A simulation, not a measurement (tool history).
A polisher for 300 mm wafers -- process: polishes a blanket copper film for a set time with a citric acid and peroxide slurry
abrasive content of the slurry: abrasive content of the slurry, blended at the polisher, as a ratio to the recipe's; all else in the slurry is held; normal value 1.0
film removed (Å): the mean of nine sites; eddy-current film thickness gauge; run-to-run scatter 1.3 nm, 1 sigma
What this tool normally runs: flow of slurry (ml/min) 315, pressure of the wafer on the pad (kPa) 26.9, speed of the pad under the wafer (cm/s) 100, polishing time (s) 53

run   hour  flow of slurry (ml/min)  pressure of the wafer on the pad (kPa)  speed of the pad under the wafer (cm/s)  abrasive content of the slurry  polishing time (s)  wafers since the last listed run  wafers polished on this pad  hours since the slurry nozzle was cleaned  hours since the head pressure was calibrated  hours since the slurry blender was calibrated  incoming thickness of the incoming film, nm  film removed (Å)
  1    0.0                      315                                    26.9                                      100                             1.0                  53                                 0                          706                                      385.9                                        1070.2                                           94.0                                        901.1              1409
  2    9.5                      315                                    26.9                                      100                             1.0                  53                                91                          797                                      395.4                                        1079.7                                          103.5                                        913.4              1412
  3   23.9                      315                                    26.9                                      100                             1.0                  53                               138                          936                                      409.8                                        1094.1                                          117.9                                        890.3              1437
  4   41.3                      345                                    26.9                                      100                             1.0                  53                               167                         1103                                      427.2                                        1111.5                                          135.3                                        903.2              1429
  5   47.4                      345                                    26.9                                      100                             1.0                  53                                58                         1162                                      433.3                                        1117.6                                          141.4                                        894.7              1456
      56.1  -- worn pad replaced by a new one
      62.6  -- slurry blender recalibrated
  6   65.1                      345                                    26.9                                      100                             1.0                  53                               112                           67                                      451.0                                        1135.3                                            2.5                                        900.2              1426
  7   78.0                      315                                    26.9                                      100                             1.0                  53                               124                          191                                      463.9                                        1148.2                                           15.4                                        903.7              1433
  8   89.8                      315                                    26.9                                      100                             1.0                  53                               113                          305                                      475.7                                        1160.0                                           27.2                                        900.1              1450
  9  101.5                      315                                    26.9                                      100                             1.0                  53                               112                          417                                      487.4                                        1171.7                                           38.9                                        904.3              1432
 10  116.0                      315                                    26.9                                      100                             1.0                  53                               139                          557                                      501.9                                        1186.2                                           53.4                                        900.5              1413
 11  129.6                      315                                    26.9                                      100                             1.0                  53                               130                          688                                      515.5                                        1199.8                                           67.0                                        905.0              1420
 12  165.4                      315                                    20.0                                      100                             1.0                  69                               344                         1032                                      551.3                                        1235.6                                          102.8                                        903.7              1372
 13  174.7                      315                                    26.9                                       76                             1.0                  53                                89                         1122                                      560.6                                        1244.9                                          112.1                                        889.7              1132
     179.8  -- worn pad replaced by a new one
     180.6  -- head pressure recalibrated
     188.8  -- slurry blender recalibrated
 14  222.1                      225                                    26.9                                      100                             1.0                  53                               390                          379                                      608.0                                          41.5                                           33.3                                        898.1              1354
     237.0  -- slurry nozzle cleaned
 15  237.5                      210                                    26.9                                       84                             1.0                  53                               138                          518                                        0.5                                          56.9                                           48.7                                        891.2              1202
 16  251.7                      315                                    26.9                                      100                             1.0                  53                               136                          654                                       14.7                                          71.1                                           62.9                                        900.7              1406
 17  288.3                      315                                    26.9                                      100                             1.0                  45                               352                         1007                                       51.3                                         107.7                                           99.5                                        907.8              1203
     317.4  -- slurry blender recalibrated
     327.2  -- worn pad replaced by a new one
 18  327.7                      315                                    26.9                                       72                             1.2                  53                               321                            4                                       90.7                                         147.1                                           10.3                                        885.1              1170
 19  341.3                      315                                    26.9                                      100                             1.0                  53                               130                          135                                      104.3                                         160.7                                           23.9                                        906.2              1427
 20  352.7                      315                                    26.9                                      100                             1.0                  53                               109                          245                                      115.7                                         172.1                                           35.3                                        894.0              1433
 21  364.1                      315                                    26.9                                      100                             1.0                  53                               109                          354                                      127.1                                         183.5                                           46.7                                        900.8              1429
 22  381.7                      265                                    26.9                                      110                             1.1                  53                               169                          524                                      144.7                                         201.1                                           64.3                                        905.2              1572
 23  397.7                      315                                    31.0                                      100                             0.9                  34                               153                          678                                      160.7                                         217.1                                           80.3                                        898.1              1008
 24  411.5                      315                                    26.9                                      100                             1.0                  53                               132                          810                                      174.5                                         230.9                                           94.1                                        906.1              1430
 25  425.2                      260                                    26.9                                      100                             1.0                  60                               131                          942                                      188.2                                         244.6                                          107.8                                        900.8              1571
 26  437.3                      315                                    26.9                                      100                             1.0                  53                               116                         1059                                      200.3                                         256.7                                          119.9                                        901.6              1423
 27  445.1                      345                                    26.9                                      100                             1.0                  53                                75                         1134                                      208.1                                         264.5                                          127.7                                        907.1              1425
     456.3  -- slurry blender recalibrated
 28  457.1                      365                                    26.9                                      100                             1.2                  53                                96                         1230                                      220.1                                         276.5                                            0.8                                        905.1              1547
     464.1  -- worn pad replaced by a new one
 29  467.1                      315                                    20.7                                      100                             1.0                  53                                57                           29                                      230.1                                         286.5                                           10.8                                        916.1              1091
 30  476.7                      315                                    26.9                                      100                             1.0                  53                                92                          121                                      239.7                                         296.1                                           20.4                                        888.8              1413
 31  493.3                      315                                    26.9                                       68                             0.7                  53                               159                          281                                      256.3                                         312.7                                           37.0                                        902.1               906

Entry by entry between the runs, the difference in hidden state between the last listed run before and the first listed run after:
Between runs 5 and 6: worn pad replaced by a new one (hour 56.1); slurry blender recalibrated (hour 62.6)
  both runs share identical hidden conditions
Between runs 13 and 14: worn pad replaced by a new one (hour 179.8); head pressure recalibrated (hour 180.6); slurry blender recalibrated (hour 188.8)
  both runs share identical hidden conditions
Between runs 14 and 15: slurry nozzle cleaned (hour 237.0)
  both runs share identical hidden conditions
Between runs 17 and 18: slurry blender recalibrated (hour 317.4); worn pad replaced by a new one (hour 327.2)
  both runs share identical hidden conditions
Between runs 27 and 28: slurry blender recalibrated (hour 456.3)
  both runs share identical hidden conditions
Between runs 28 and 29: worn pad replaced by a new one (hour 464.1)
  both runs share identical hidden conditions

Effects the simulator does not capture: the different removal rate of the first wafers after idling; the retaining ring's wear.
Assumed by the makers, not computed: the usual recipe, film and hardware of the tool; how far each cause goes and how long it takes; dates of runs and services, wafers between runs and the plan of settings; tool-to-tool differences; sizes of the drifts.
